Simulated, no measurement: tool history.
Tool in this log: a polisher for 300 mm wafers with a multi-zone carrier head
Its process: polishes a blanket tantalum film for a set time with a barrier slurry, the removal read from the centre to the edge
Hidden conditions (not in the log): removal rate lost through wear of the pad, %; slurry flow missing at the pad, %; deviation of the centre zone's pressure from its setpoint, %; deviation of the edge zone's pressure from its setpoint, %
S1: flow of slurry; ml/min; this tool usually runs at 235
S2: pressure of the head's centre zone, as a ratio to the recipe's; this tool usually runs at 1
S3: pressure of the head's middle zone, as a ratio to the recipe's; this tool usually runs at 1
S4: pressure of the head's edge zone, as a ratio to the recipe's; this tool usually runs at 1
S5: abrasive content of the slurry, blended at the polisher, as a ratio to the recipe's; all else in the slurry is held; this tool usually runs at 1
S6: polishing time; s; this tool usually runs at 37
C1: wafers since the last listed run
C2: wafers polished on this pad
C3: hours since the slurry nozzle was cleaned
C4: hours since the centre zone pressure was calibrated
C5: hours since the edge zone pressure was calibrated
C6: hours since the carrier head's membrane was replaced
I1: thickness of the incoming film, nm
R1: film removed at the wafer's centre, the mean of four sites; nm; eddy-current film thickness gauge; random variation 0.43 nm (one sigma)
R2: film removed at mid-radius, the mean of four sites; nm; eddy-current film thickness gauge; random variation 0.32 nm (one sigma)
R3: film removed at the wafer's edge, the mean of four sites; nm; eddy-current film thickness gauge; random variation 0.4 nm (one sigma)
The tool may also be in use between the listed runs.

Run 1, day 0: usual settings; C1 0; C2 216; C3 338.2; C4 896.3; C5 771.6; C6 386.7; I1 192.4. Result: R1 29.5 nm, R2 28.8 nm, R3 29 nm.
Run 2, day 2.008: usual settings; C1 297; C2 514; C3 386.4; C4 944.5; C5 819.8; C6 434.9; I1 192. Result: R1 29.6 nm, R2 28.6 nm, R3 29.2 nm.
At day 2.546: worn pad replaced by a new one.
Run 3, day 2.988: usual settings; C1 120; C2 65; C3 409.9; C4 968; C5 843.3; C6 458.4; I1 190.7. Result: R1 30.4 nm, R2 28.5 nm, R3 29.3 nm.
Run 4, day 3.662: usual settings; C1 100; C2 165; C3 426.1; C4 984.2; C5 859.5; C6 474.6; I1 191.1. Result: R1 28.5 nm, R2 28.9 nm, R3 29.1 nm.
Run 5, day 4.379: usual settings; C1 106; C2 271; C3 443.3; C4 1001.4; C5 876.7; C6 491.8; I1 188.4. Result: R1 29.8 nm, R2 28.6 nm, R3 29.7 nm.
At day 5.954: edge zone pressure recalibrated.
Run 6, day 6.042: usual settings but S1 260 ml/min; C1 234; C2 505; C3 483.2; C4 1041.3; C5 2.1; C6 531.7; I1 189.1. Result: R1 30.1 nm, R2 28.8 nm, R3 29.2 nm.
At day 6.488: centre zone pressure recalibrated.
Run 7, day 6.508: usual settings but S6 40 s; C1 56; C2 562; C3 494.4; C4 0.5; C5 13.3; C6 542.9; I1 191.1. Result: R1 31.7 nm, R2 31.4 nm, R3 32.5 nm.
At day 6.842: slurry nozzle cleaned.
Run 8, day 6.862: usual settings but S6 40 s; C1 46; C2 609; C3 0.5; C4 9; C5 21.8; C6 551.4; I1 186.8. Result: R1 31.3 nm, R2 31.2 nm, R3 31.1 nm.
At day 7.079: worn pad replaced by a new one.
Run 9, day 7.1: usual settings but S6 43 s; C1 10; C2 2; C3 6.2; C4 14.7; C5 27.5; C6 557.1; I1 188.5. Result: R1 33.9 nm, R2 33.2 nm, R3 34.1 nm.
Run 10, day 7.679: usual settings; C1 85; C2 88; C3 20.1; C4 28.6; C5 41.4; C6 571; I1 188.2. Result: R1 28.7 nm, R2 28.9 nm, R3 28.8 nm.
At day 8.296: carrier head's membrane replaced by a new one.
Run 11, day 8.375: usual settings; C1 72; C2 160; C3 36.8; C4 45.3; C5 58.1; C6 1.9; I1 192.7. Result: R1 30 nm, R2 28.8 nm, R3 29.2 nm.
Run 12, day 8.838: usual settings but S2 1.09, S3 1.1; C1 68; C2 229; C3 47.9; C4 56.4; C5 69.2; C6 13; I1 188.1. Result: R1 31.7 nm, R2 30.3 nm, R3 28.9 nm.

Run 13 comes next. What will it give?
Run 13, day 9.504: usual settings but S2 1.1, S4 0.88, S6 29 s; C1 98; C2 328; C3 63.9; C4 72.4; C5 85.2; C6 29; I1 192.5. Result: R1 ?, R2 ?, R3 ?.

{"run 13": {"R1": 24.8, "R2": 22.7, "R3": 21.7}}
Had the tool carried no hidden state, the very same run would have given R1 24.8 nm, R2 22.7 nm, R3 21.7 nm.
